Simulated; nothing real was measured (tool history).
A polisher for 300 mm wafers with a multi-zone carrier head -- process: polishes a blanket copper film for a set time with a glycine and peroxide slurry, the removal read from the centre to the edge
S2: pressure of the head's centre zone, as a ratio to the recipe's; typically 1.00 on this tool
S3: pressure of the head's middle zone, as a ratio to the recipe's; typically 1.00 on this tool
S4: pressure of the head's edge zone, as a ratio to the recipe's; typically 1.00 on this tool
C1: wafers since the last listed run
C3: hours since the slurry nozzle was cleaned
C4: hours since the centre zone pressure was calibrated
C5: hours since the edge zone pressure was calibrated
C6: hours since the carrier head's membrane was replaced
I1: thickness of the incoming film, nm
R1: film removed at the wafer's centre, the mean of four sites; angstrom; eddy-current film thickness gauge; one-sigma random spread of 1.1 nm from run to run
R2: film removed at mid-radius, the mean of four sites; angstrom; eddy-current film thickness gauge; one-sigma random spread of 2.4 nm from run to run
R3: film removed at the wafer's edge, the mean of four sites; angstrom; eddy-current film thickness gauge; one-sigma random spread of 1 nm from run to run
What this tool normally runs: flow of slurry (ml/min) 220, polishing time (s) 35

run 1 hour=0.0 | flow_of_slurry_(ml/min)=265 S2=1.00 S3=1.00 S4=1.00 polishing_time_(s)=35 | C1=0 wafers_polished_on_this_pad=1291 C3=240.2 C4=563.5 C5=643.1 C6=500.0 | I1=2274.8 | R1=1757 R2=1725 R3=1688
run 2 hour=28.4 | flow_of_slurry_(ml/min)=275 S2=1.00 S3=0.97 S4=0.95 polishing_time_(s)=38 | C1=310 wafers_polished_on_this_pad=1601 C3=268.6 C4=591.9 C5=671.5 C6=528.4 | I1=2255.5 | R1=1913 R2=1853 R3=1790
-- hour=34.8 centre zone pressure recalibrated
run 3 hour=60.2 | flow_of_slurry_(ml/min)=220 S2=1.00 S3=1.00 S4=1.00 polishing_time_(s)=35 | C1=325 wafers_polished_on_this_pad=1926 C3=300.4 C4=25.4 C5=703.3 C6=560.2 | I1=2330.6 | R1=1714 R2=1679 R3=1669
-- hour=76.9 worn pad replaced by a new one
run 4 hour=81.1 | flow_of_slurry_(ml/min)=250 S2=1.07 S3=1.09 S4=1.11 polishing_time_(s)=35 | C1=184 wafers_polished_on_this_pad=45 C3=321.3 C4=46.3 C5=724.2 C6=581.1 | I1=2329.7 | R1=1873 R2=1829 R3=1749
run 5 hour=107.2 | flow_of_slurry_(ml/min)=220 S2=1.00 S3=1.00 S4=1.00 polishing_time_(s)=35 | C1=284 wafers_polished_on_this_pad=330 C3=347.4 C4=72.4 C5=750.3 C6=607.2 | I1=2261.2 | R1=1727 R2=1703 R3=1665
run 6 hour=122.0 | flow_of_slurry_(ml/min)=220 S2=0.94 S3=0.93 S4=0.94 polishing_time_(s)=30 | C1=161 wafers_polished_on_this_pad=492 C3=362.2 C4=87.2 C5=765.1 C6=622.0 | I1=2284.1 | R1=1387 R2=1390 R3=1381
-- hour=129.9 slurry nozzle cleaned
-- hour=142.6 carrier head's membrane replaced by a new one
run 7 hour=146.0 | flow_of_slurry_(ml/min)=220 S2=1.00 S3=1.00 S4=1.00 polishing_time_(s)=35 | C1=196 wafers_polished_on_this_pad=688 C3=16.1 C4=111.2 C5=789.1 C6=3.4 | I1=2297.9 | R1=1723 R2=1675 R3=1652
run 8 hour=166.0 | flow_of_slurry_(ml/min)=295 S2=0.90 S3=1.00 S4=1.12 polishing_time_(s)=26 | C1=218 wafers_polished_on_this_pad=907 C3=36.1 C4=131.2 C5=809.1 C6=23.4 | I1=2286.4 | R1=1181 R2=1270 R3=1340
run 9 hour=200.8 | flow_of_slurry_(ml/min)=220 S2=1.00 S3=1.00 S4=1.00 polishing_time_(s)=35 | C1=379 wafers_polished_on_this_pad=1287 C3=70.9 C4=166.0 C5=843.9 C6=58.2 | I1=2305.9 | R1=1725 R2=1688 R3=1676
run 10 hour=219.7 | flow_of_slurry_(ml/min)=220 S2=1.00 S3=1.00 S4=1.00 polishing_time_(s)=40 | C1=206 wafers_polished_on_this_pad=1493 C3=89.8 C4=184.9 C5=862.8 C6=77.1 | I1=2305.9 | R1=1986 R2=1941 R3=1906
run 11 hour=233.1 | flow_of_slurry_(ml/min)=220 S2=1.00 S3=1.00 S4=1.00 polishing_time_(s)=35 | C1=146 wafers_polished_on_this_pad=1639 C3=103.2 C4=198.3 C5=876.2 C6=90.5 | I1=2281.2 | R1=1721 R2=1731 R3=1653
-- hour=255.7 edge zone pressure recalibrated
run 12 hour=256.2 | flow_of_slurry_(ml/min)=245 S2=1.00 S3=1.00 S4=1.00 polishing_time_(s)=23 | C1=230 wafers_polished_on_this_pad=1870 C3=126.3 C4=221.4 C5=0.5 C6=113.6 | I1=2311.6 | R1=1137 R2=1121 R3=1105
run 13 hour=283.4 | flow_of_slurry_(ml/min)=220 S2=1.07 S3=1.00 S4=1.00 polishing_time_(s)=35 | C1=296 wafers_polished_on_this_pad=2167 C3=153.5 C4=248.6 C5=27.7 C6=140.8 | I1=2255.1 | R1=1851 R2=1699 R3=1665
-- hour=291.6 worn pad replaced by a new one
run 14 hour=298.9 | flow_of_slurry_(ml/min)=175 S2=1.00 S3=1.00 S4=1.00 polishing_time_(s)=26 | C1=125 wafers_polished_on_this_pad=79 C3=169.0 C4=264.1 C5=43.2 C6=156.3 | I1=2288.9 | R1=1246 R2=1239 R3=1221
run 15 hour=331.8 | flow_of_slurry_(ml/min)=220 S2=1.00 S3=1.00 S4=1.00 polishing_time_(s)=35 | C1=359 wafers_polished_on_this_pad=438 C3=201.9 C4=297.0 C5=76.1 C6=189.2 | I1=2316.8 | R1=1716 R2=1661 R3=1651
run 16 hour=357.9 | flow_of_slurry_(ml/min)=220 S2=1.00 S3=1.00 S4=1.00 polishing_time_(s)=35 | C1=284 wafers_polished_on_this_pad=723 C3=228.0 C4=323.1 C5=102.2 C6=215.3 | I1=2294.0 | R1=1713 R2=1696 R3=1661
run 17 hour=385.6 | flow_of_slurry_(ml/min)=220 S2=1.10 S3=1.06 S4=0.94 polishing_time_(s)=35 | C1=302 wafers_polished_on_this_pad=1026 C3=255.7 C4=350.8 C5=129.9 C6=243.0 | I1=2302.7 | R1=1918 R2=1786 R3=1615
-- hour=431.8 slurry nozzle cleaned
run 18 hour=451.9 | flow_of_slurry_(ml/min)=160 S2=1.00 S3=0.92 S4=0.90 polishing_time_(s)=41 | C1=712 wafers_polished_on_this_pad=1739 C3=20.1 C4=417.1 C5=196.2 C6=309.3 | I1=2260.1 | R1=1973 R2=1799 R3=1809
run 19 hour=469.8 | flow_of_slurry_(ml/min)=220 S2=1.00 S3=0.90 S4=1.00 polishing_time_(s)=35 | C1=195 wafers_polished_on_this_pad=1934 C3=38.0 C4=435.0 C5=214.1 C6=327.2 | I1=2317.8 | R1=1717 R2=1540 R3=1668
run 20 hour=492.1 | flow_of_slurry_(ml/min)=220 S2=0.95 S3=1.00 S4=1.04 polishing_time_(s)=35 | C1=243 wafers_polished_on_this_pad=2178 C3=60.3 C4=457.3 C5=236.4 C6=349.5 | I1=2275.0 | R1=1632 R2=1711 R3=1703
run 21 hour=505.5 | flow_of_slurry_(ml/min)=220 S2=0.94 S3=0.93 S4=0.94 polishing_time_(s)=30 | C1=146 wafers_polished_on_this_pad=2324 C3=73.7 C4=470.7 C5=249.8 C6=362.9 | I1=2262.0 | R1=1384 R2=1380 R3=1404
-- hour=515.9 worn pad replaced by a new one
run 22 hour=535.9 | flow_of_slurry_(ml/min)=220 S2=1.11 S3=1.00 S4=1.12 polishing_time_(s)=35 | C1=288 wafers_polished_on_this_pad=218 C3=104.1 C4=501.1 C5=280.2 C6=393.3 | I1=2309.0 | R1=1893 R2=1675 R3=1766

Below are 4 alternative next runs, each starting from the tool's condition after run 22. Predict each:
run A hour=536.3 | flow_of_slurry_(ml/min)=220 S2=1.00 S3=1.00 S4=1.00 polishing_time_(s)=35 | C1=4 wafers_polished_on_this_pad=222 C3=104.5 C4=501.5 C5=280.6 C6=393.7 | I1=2272.4 | R1=? R2=? R3=?
run B hour=536.3 | flow_of_slurry_(ml/min)=145 S2=0.93 S3=1.07 S4=1.00 polishing_time_(s)=25 | C1=4 wafers_polished_on_this_pad=222 C3=104.5 C4=501.5 C5=280.6 C6=393.7 | I1=2272.4 | R1=? R2=? R3=?
run C hour=536.3 | flow_of_slurry_(ml/min)=220 S2=1.12 S3=0.90 S4=0.94 polishing_time_(s)=24 | C1=4 wafers_polished_on_this_pad=222 C3=104.5 C4=501.5 C5=280.6 C6=393.7 | I1=2272.4 | R1=? R2=? R3=?
run D hour=536.3 | flow_of_slurry_(ml/min)=180 S2=1.00 S3=1.00 S4=1.12 polishing_time_(s)=35 | C1=4 wafers_polished_on_this_pad=222 C3=104.5 C4=501.5 C5=280.6 C6=393.7 | I1=2272.4 | R1=? R2=? R3=?

run=A R1=1709 R2=1717 R3=1668
run=B R1=1082 R2=1245 R3=1153
run=C R1=1313 R2=1077 R3=1112
run=D R1=1672 R2=1683 R3=1738
With no hidden state in the tool, these same runs would have given:
run=A R1=1709 R2=1717 R3=1668
run=B R1=1082 R2=1245 R3=1153
run=C R1=1313 R2=1077 R3=1112
run=D R1=1672 R2=1683 R3=1738
